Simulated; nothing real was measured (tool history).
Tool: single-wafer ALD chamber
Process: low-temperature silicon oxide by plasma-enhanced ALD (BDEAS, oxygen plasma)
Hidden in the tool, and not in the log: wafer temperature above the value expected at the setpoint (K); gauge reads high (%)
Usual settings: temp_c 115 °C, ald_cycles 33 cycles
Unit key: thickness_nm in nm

run	hour	temp_c	ald_cycles	wafers since the last listed run	hours since the last thermocouple change	hours since the gauge calibration	read-back reference wafer on the same gauge, thickness_nm	thickness_nm
1	0.0	115	33	0	1267.9	514.7	5.411	4.746
2	68.1	115	33	607	1336.0	582.8	5.410	4.742
3	121.1	115	33	472	1389.0	635.8	5.406	4.728
4	274.3	115	33	1366	1542.2	789.0	5.413	4.724
5	341.0	115	33	594	1608.9	855.7	5.411	4.725
6	410.1	110	31	616	1678.0	924.8	5.408	4.482
7	600.0	110	31	1693	1867.9	1114.7	5.413	4.486
# hour 635.1: thermocouple changed; heater temperature recalibrated
8	671.9	115	33	569	36.8	1186.6	5.410	4.669
9	709.6	124	37	336	74.5	1224.3	5.406	5.187
10	771.5	124	37	552	136.4	1286.2	5.409	5.183
11	821.0	115	33	441	185.9	1335.7	5.416	4.686
12	892.3	115	33	635	257.2	1407.0	5.415	4.694
13	948.1	115	33	497	313.0	1462.8	5.405	4.697
14	999.2	115	37	455	364.1	1513.9	5.409	5.276
15	1032.2	115	37	294	397.1	1546.9	5.408	5.270
16	1070.1	115	37	338	435.0	1584.8	5.410	5.268
17	1141.5	115	33	636	506.4	1656.2	5.407	4.704
18	1180.7	123	37	349	545.6	1695.4	5.409	5.221
19	1230.2	115	35	441	595.1	1744.9	5.407	4.987
20	1276.9	106	35	416	641.8	1791.6	5.411	5.082
# hour 1324.9: gauge calibrated
21	1425.6	115	39	1326	790.5	100.7	5.413	5.571
22	1453.2	115	37	246	818.1	128.3	5.412	5.299
23	1504.8	107	30	460	869.7	179.9	5.408	4.370
24	1529.8	115	33	222	894.7	204.9	5.411	4.705
25	1563.5	115	29	300	928.4	238.6	5.414	4.142
26	1606.0	121	37	379	970.9	281.1	5.411	5.237
27	1674.3	108	30	609	1039.2	349.4	5.404	4.339
28	1718.9	115	33	397	1083.8	394.0	5.410	4.744
29	1749.5	130	33	272	1114.4	424.6	5.404	4.620
30	1785.8	107	27	323	1150.7	460.9	5.409	3.922
31	1829.1	106	33	386	1194.0	504.2	5.412	4.790
32	1857.7	129	30	255	1222.6	532.8	5.414	4.204
33	1905.8	120	31	429	1270.7	580.9	5.413	4.420
34	1944.0	125	27	340	1308.9	619.1	5.410	3.816

5 ways to go on from here, each from the tool as it stands after run 34. What would each give?
A	1944.5	115	33	4	1309.4	619.6	?	?
B	1944.5	105	28	4	1309.4	619.6	?	?
C	1944.5	124	35	4	1309.4	619.6	?	?
D	1944.5	122	31	4	1309.4	619.6	?	?
E	1944.5	110	28	4	1309.4	619.6	?	?

run	read-back reference wafer on the same gauge, thickness_nm	thickness_nm
A	5.411	4.749
B	5.411	4.095
C	5.411	4.964
D	5.411	4.411
E	5.411	4.062
Without the tool's hidden state the same runs would have given:
run	thickness_nm
A	4.705
B	4.057
C	4.917
D	4.369
E	4.025

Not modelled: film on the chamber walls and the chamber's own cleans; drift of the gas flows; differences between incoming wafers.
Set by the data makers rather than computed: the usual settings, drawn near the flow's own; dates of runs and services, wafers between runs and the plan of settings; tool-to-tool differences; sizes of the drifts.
